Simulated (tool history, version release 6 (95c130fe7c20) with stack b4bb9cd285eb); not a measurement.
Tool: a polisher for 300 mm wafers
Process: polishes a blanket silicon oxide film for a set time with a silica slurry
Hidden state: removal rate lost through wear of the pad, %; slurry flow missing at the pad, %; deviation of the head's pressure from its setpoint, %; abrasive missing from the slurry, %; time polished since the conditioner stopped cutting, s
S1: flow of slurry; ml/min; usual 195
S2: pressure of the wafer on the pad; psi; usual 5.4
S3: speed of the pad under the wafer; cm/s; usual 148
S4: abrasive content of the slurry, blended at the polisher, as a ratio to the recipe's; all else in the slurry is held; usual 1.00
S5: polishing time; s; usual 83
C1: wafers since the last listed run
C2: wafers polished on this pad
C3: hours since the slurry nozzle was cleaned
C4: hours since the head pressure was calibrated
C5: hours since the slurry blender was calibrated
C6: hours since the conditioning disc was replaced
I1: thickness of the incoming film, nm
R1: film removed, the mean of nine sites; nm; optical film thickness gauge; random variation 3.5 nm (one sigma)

| run | hour | S1 | S2 | S3 | S4 | S5 | C1 | C2 | C3 | C4 | C5 | C6 | I1 | R1 |
|---|---|---|---|---|---|---|---|---|---|---|---|---|---|---|
| 1 | 0.0 | 195 | 5.4 | 148 | 1.00 | 83 | 0 | 99 | 242.8 | 1183.5 | 171.6 | 120.8 | 1248.3 | 513.2 |
| 2 | 18.2 | 195 | 5.4 | 148 | 1.00 | 83 | 160 | 260 | 261.0 | 1201.7 | 189.8 | 139.0 | 1264.5 | 508.9 |
| 3 | 73.3 | 195 | 5.4 | 148 | 1.00 | 83 | 486 | 747 | 316.1 | 1256.8 | 244.9 | 194.1 | 1257.7 | 505.2 |
| 4 | 89.6 | 195 | 5.4 | 148 | 1.00 | 83 | 143 | 891 | 332.4 | 1273.1 | 261.2 | 210.4 | 1246.5 | 492.8 |
|  | 116.8 | worn pad replaced by a new one |
| 5 | 121.5 | 195 | 5.4 | 148 | 1.00 | 83 | 246 | 41 | 364.3 | 1305.0 | 293.1 | 242.3 | 1235.5 | 487.1 |
|  | 130.6 | slurry blender recalibrated |
| 6 | 152.5 | 195 | 5.4 | 148 | 1.00 | 83 | 256 | 297 | 395.3 | 1336.0 | 21.9 | 273.3 | 1270.9 | 522.2 |
| 7 | 177.6 | 195 | 5.4 | 148 | 0.90 | 83 | 221 | 519 | 420.4 | 1361.1 | 47.0 | 298.4 | 1255.4 | 493.2 |
|  | 188.8 | slurry nozzle cleaned |
| 8 | 194.8 | 150 | 5.4 | 148 | 1.00 | 83 | 143 | 662 | 6.0 | 1378.3 | 64.2 | 315.6 | 1246.7 | 493.3 |
| 9 | 212.7 | 150 | 5.4 | 148 | 1.00 | 83 | 158 | 820 | 23.9 | 1396.2 | 82.1 | 333.5 | 1253.0 | 496.5 |
| 10 | 235.7 | 150 | 5.4 | 148 | 1.00 | 83 | 203 | 1024 | 46.9 | 1419.2 | 105.1 | 356.5 | 1242.6 | 494.9 |
|  | 245.9 | conditioning disc replaced and pad reconditioned |
|  | 254.0 | worn pad replaced by a new one |
| 11 | 258.8 | 195 | 5.4 | 148 | 1.00 | 83 | 151 | 42 | 70.0 | 1442.3 | 128.2 | 12.9 | 1267.3 | 512.0 |
| 12 | 278.8 | 195 | 5.4 | 148 | 1.00 | 83 | 176 | 219 | 90.0 | 1462.3 | 148.2 | 32.9 | 1228.0 | 508.6 |
| 13 | 308.9 | 195 | 5.4 | 148 | 1.00 | 83 | 265 | 485 | 120.1 | 1492.4 | 178.3 | 63.0 | 1246.4 | 507.5 |
| 14 | 331.0 | 235 | 5.4 | 148 | 1.00 | 83 | 195 | 680 | 142.2 | 1514.5 | 200.4 | 85.1 | 1276.1 | 516.1 |
|  | 335.3 | head pressure recalibrated |
| 15 | 356.5 | 195 | 6.1 | 134 | 1.00 | 96 | 207 | 888 | 167.7 | 21.2 | 225.9 | 110.6 | 1251.4 | 585.3 |
| 16 | 372.5 | 195 | 5.4 | 148 | 1.00 | 83 | 141 | 1029 | 183.7 | 37.2 | 241.9 | 126.6 | 1252.6 | 497.7 |
|  | 381.6 | worn pad replaced by a new one |
| 17 | 390.6 | 195 | 7.0 | 148 | 1.00 | 83 | 124 | 79 | 201.8 | 55.3 | 260.0 | 144.7 | 1251.6 | 595.6 |
| 18 | 410.5 | 195 | 5.4 | 180 | 1.00 | 83 | 175 | 255 | 221.7 | 75.2 | 279.9 | 164.6 | 1253.2 | 556.8 |
|  | 425.4 | slurry blender recalibrated |
| 19 | 440.7 | 195 | 5.4 | 148 | 1.00 | 83 | 249 | 504 | 251.9 | 105.4 | 15.3 | 194.8 | 1251.8 | 528.7 |
| 20 | 473.4 | 195 | 3.7 | 148 | 1.00 | 109 | 288 | 793 | 284.6 | 138.1 | 48.0 | 227.5 | 1251.0 | 534.9 |
| 21 | 487.3 | 195 | 5.4 | 148 | 1.00 | 83 | 122 | 915 | 298.5 | 152.0 | 61.9 | 241.4 | 1256.8 | 525.7 |
|  | 516.9 | worn pad replaced by a new one |
| 22 | 541.5 | 215 | 4.9 | 148 | 1.00 | 109 | 443 | 216 | 352.7 | 206.2 | 116.1 | 295.6 | 1257.3 | 655.8 |
|  | 567.9 | conditioning disc replaced and pad reconditioned |
| 23 | 568.6 | 195 | 4.0 | 130 | 0.85 | 95 | 221 | 438 | 379.8 | 233.3 | 143.2 | 0.7 | 1250.7 | 404.2 |
| 24 | 581.6 | 250 | 6.9 | 148 | 1.00 | 83 | 114 | 553 | 392.8 | 246.3 | 156.2 | 13.7 | 1263.1 | 645.4 |
| 25 | 598.9 | 175 | 5.4 | 176 | 1.00 | 93 | 152 | 706 | 410.1 | 263.6 | 173.5 | 31.0 | 1252.7 | 636.8 |
| 26 | 625.2 | 150 | 5.4 | 110 | 1.15 | 83 | 232 | 938 | 436.4 | 289.9 | 199.8 | 57.3 | 1250.7 | 429.6 |

Forecast each of these 4 alternatives for the next run:
| A | 625.7 | 195 | 5.4 | 148 | 1.00 | 70 | 4 | 943 | 436.9 | 290.4 | 200.3 | 57.8 | 1258.7 | ? |
| B | 625.7 | 195 | 5.4 | 148 | 1.00 | 94 | 4 | 943 | 436.9 | 290.4 | 200.3 | 57.8 | 1258.7 | ? |
| C | 625.7 | 235 | 5.4 | 112 | 1.00 | 83 | 4 | 943 | 436.9 | 290.4 | 200.3 | 57.8 | 1258.7 | ? |
| D | 625.7 | 195 | 6.3 | 148 | 1.00 | 83 | 4 | 943 | 436.9 | 290.4 | 200.3 | 57.8 | 1258.7 | ? |

| run | R1 |
|---|---|
| A | 423.4 |
| B | 568.6 |
| C | 429.7 |
| D | 561.9 |
Without the tool's hidden state the same runs would have given:
| run | R1 |
|---|---|
| A | 438.0 |
| B | 588.1 |
| C | 444.4 |
| D | 581.2 |
